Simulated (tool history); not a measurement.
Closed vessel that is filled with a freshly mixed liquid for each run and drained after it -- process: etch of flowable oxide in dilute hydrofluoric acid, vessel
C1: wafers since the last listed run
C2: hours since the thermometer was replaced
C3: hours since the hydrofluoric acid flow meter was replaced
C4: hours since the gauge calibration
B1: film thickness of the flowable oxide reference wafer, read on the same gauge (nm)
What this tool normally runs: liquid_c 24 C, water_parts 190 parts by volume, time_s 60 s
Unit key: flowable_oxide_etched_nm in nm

run 1 hour=0 | liquid_c=23 water_parts=190 time_s=60 | C1=0 C2=177 C3=411.5 C4=3660 | B1=140.03 | flowable_oxide_etched_nm=10.83
run 2 hour=92.3 | liquid_c=23 water_parts=190 time_s=60 | C1=10037 C2=269.3 C3=503.8 C4=3752.3 | B1=140.02 | flowable_oxide_etched_nm=10.75
run 3 hour=137.2 | liquid_c=23 water_parts=190 time_s=60 | C1=4882 C2=314.2 C3=548.7 C4=3797.2 | B1=140.03 | flowable_oxide_etched_nm=10.74
run 4 hour=219.7 | liquid_c=24 water_parts=190 time_s=60 | C1=8972 C2=396.7 C3=631.2 C4=3879.7 | B1=140.02 | flowable_oxide_etched_nm=11.12
run 5 hour=302.2 | liquid_c=24 water_parts=190 time_s=60 | C1=8972 C2=479.2 C3=713.7 C4=3962.2 | B1=140 | flowable_oxide_etched_nm=11.23
run 6 hour=361.9 | liquid_c=24 water_parts=190 time_s=60 | C1=6492 C2=538.9 C3=773.4 C4=4021.9 | B1=139.98 | flowable_oxide_etched_nm=11.18
run 7 hour=425.3 | liquid_c=24 water_parts=190 time_s=60 | C1=6894 C2=602.3 C3=836.8 C4=4085.3 | B1=140.01 | flowable_oxide_etched_nm=11.24
-- hour=508.8 hydrofluoric acid flow meter replaced
run 8 hour=525.7 | liquid_c=24 water_parts=190 time_s=60 | C1=10810 C2=702.7 C3=16.9 C4=4185.7 | B1=140 | flowable_oxide_etched_nm=10.58
run 9 hour=605 | liquid_c=24 water_parts=190 time_s=70 | C1=8624 C2=782 C3=96.2 C4=4265 | B1=140.03 | flowable_oxide_etched_nm=12.3
run 10 hour=658.9 | liquid_c=24 water_parts=190 time_s=70 | C1=5861 C2=835.9 C3=150.1 C4=4318.9 | B1=139.98 | flowable_oxide_etched_nm=12.39
-- hour=905.5 gauge calibrated
run 11 hour=965.8 | liquid_c=24 water_parts=190 time_s=60 | C1=33376 C2=1142.8 C3=457 C4=60.3 | B1=140.02 | flowable_oxide_etched_nm=10.79
run 12 hour=1069.4 | liquid_c=24 water_parts=190 time_s=60 | C1=11266 C2=1246.4 C3=560.6 C4=163.9 | B1=140.01 | flowable_oxide_etched_nm=10.8
run 13 hour=1154.3 | liquid_c=24 water_parts=190 time_s=60 | C1=9233 C2=1331.3 C3=645.5 C4=248.8 | B1=139.98 | flowable_oxide_etched_nm=10.71
-- hour=1245.8 thermometer replaced
run 14 hour=1403.5 | liquid_c=24 water_parts=190 time_s=40 | C1=26992 C2=157.7 C3=894.7 C4=498 | B1=140.01 | flowable_oxide_etched_nm=7.8
run 15 hour=1492.8 | liquid_c=19 water_parts=100 time_s=85 | C1=9711 C2=247 C3=984 C4=587.3 | B1=140 | flowable_oxide_etched_nm=28.31
-- hour=1495.7 hydrofluoric acid flow meter replaced
run 16 hour=1582 | liquid_c=24 water_parts=190 time_s=60 | C1=9591 C2=336.2 C3=86.3 C4=676.5 | B1=139.97 | flowable_oxide_etched_nm=10.73
run 17 hour=1647.7 | liquid_c=24 water_parts=190 time_s=60 | C1=7145 C2=401.9 C3=152 C4=742.2 | B1=140.02 | flowable_oxide_etched_nm=10.61
run 18 hour=1721.8 | liquid_c=24 water_parts=190 time_s=50 | C1=8058 C2=476 C3=226.1 C4=816.3 | B1=139.96 | flowable_oxide_etched_nm=8.78
run 19 hour=1771 | liquid_c=25.5 water_parts=245 time_s=80 | C1=5350 C2=525.2 C3=275.3 C4=865.5 | B1=140.03 | flowable_oxide_etched_nm=11
run 20 hour=1868.9 | liquid_c=24 water_parts=110 time_s=40 | C1=10646 C2=623.1 C3=373.2 C4=963.4 | B1=140 | flowable_oxide_etched_nm=13.43
run 21 hour=1961.3 | liquid_c=24 water_parts=190 time_s=60 | C1=10048 C2=715.5 C3=465.6 C4=1055.8 | B1=140.02 | flowable_oxide_etched_nm=10.64
run 22 hour=2068.7 | liquid_c=20.5 water_parts=190 time_s=60 | C1=11680 C2=822.9 C3=573 C4=1163.2 | B1=139.98 | flowable_oxide_etched_nm=9.38
run 23 hour=2157.2 | liquid_c=22 water_parts=100 time_s=60 | C1=9624 C2=911.4 C3=661.5 C4=1251.7 | B1=139.99 | flowable_oxide_etched_nm=20.7
run 24 hour=2208.5 | liquid_c=24 water_parts=190 time_s=60 | C1=5579 C2=962.7 C3=712.8 C4=1303 | B1=140 | flowable_oxide_etched_nm=10.65
run 25 hour=2244.9 | liquid_c=27 water_parts=230 time_s=45 | C1=3958 C2=999.1 C3=749.2 C4=1339.4 | B1=140.01 | flowable_oxide_etched_nm=7.1
run 26 hour=2306.6 | liquid_c=24 water_parts=100 time_s=70 | C1=6710 C2=1060.8 C3=810.9 C4=1401.1 | B1=139.99 | flowable_oxide_etched_nm=26.24
-- hour=2313.6 hydrofluoric acid flow meter replaced
run 27 hour=2406.5 | liquid_c=19.5 water_parts=190 time_s=80 | C1=10755 C2=1160.7 C3=92.9 C4=1501 | B1=140 | flowable_oxide_etched_nm=11.34
run 28 hour=2481.4 | liquid_c=24 water_parts=275 time_s=50 | C1=8145 C2=1235.6 C3=167.8 C4=1575.9 | B1=140 | flowable_oxide_etched_nm=5.49
run 29 hour=2550 | liquid_c=24 water_parts=190 time_s=60 | C1=7460 C2=1304.2 C3=236.4 C4=1644.5 | B1=140.03 | flowable_oxide_etched_nm=10.22
-- hour=2586.7 thermometer replaced
run 30 hour=2644.9 | liquid_c=22 water_parts=190 time_s=60 | C1=10211 C2=58.2 C3=331.3 C4=1739.4 | B1=139.99 | flowable_oxide_etched_nm=10.45
run 31 hour=2691.5 | liquid_c=26.5 water_parts=140 time_s=85 | C1=5067 C2=104.8 C3=377.9 C4=1786 | B1=140.03 | flowable_oxide_etched_nm=24.94
run 32 hour=2986.4 | liquid_c=26.5 water_parts=225 time_s=60 | C1=32071 C2=399.7 C3=672.8 C4=2080.9 | B1=140.01 | flowable_oxide_etched_nm=10.01
run 33 hour=3076.4 | liquid_c=25.5 water_parts=190 time_s=60 | C1=9787 C2=489.7 C3=762.8 C4=2170.9 | B1=140 | flowable_oxide_etched_nm=11.93

What the log doesn't show, run by run:
gauge reads high (%): 0 across all the runs
H1: liquid colder than its thermometer reads (K)
H2: hydrofluoric acid flow above the setpoint (%)
run=1 H1=0.363 H2=3.4
run=2 H1=0.516 H2=4.06
run=3 H1=0.591 H2=4.38
run=4 H1=0.728 H2=4.97
run=5 H1=0.865 H2=5.55
run=6 H1=0.965 H2=5.98
run=7 H1=1.07 H2=6.43
run=8 H1=1.24 H2=1.63
run=9 H1=1.37 H2=2.2
run=10 H1=1.46 H2=2.58
run=11 H1=1.97 H2=4.77
run=12 H1=2.14 H2=5.5
run=13 H1=2.28 H2=6.11
run=14 H1=0.452 H2=7.88
run=15 H1=0.601 H2=8.52
run=16 H1=0.749 H2=0.855
run=17 H1=0.858 H2=1.32
run=18 H1=0.982 H2=1.85
run=19 H1=1.06 H2=2.2
run=20 H1=1.23 H2=2.9
run=21 H1=1.38 H2=3.56
run=22 H1=1.56 H2=4.32
run=23 H1=1.71 H2=4.95
run=24 H1=1.79 H2=5.32
run=25 H1=1.85 H2=5.57
run=26 H1=1.95 H2=6.01
run=27 H1=2.12 H2=1.9
run=28 H1=2.24 H2=2.43
run=29 H1=2.36 H2=2.92
run=30 H1=0.272 H2=3.6
run=31 H1=0.349 H2=3.93
run=32 H1=0.84 H2=6.03
run=33 H1=0.989 H2=6.67
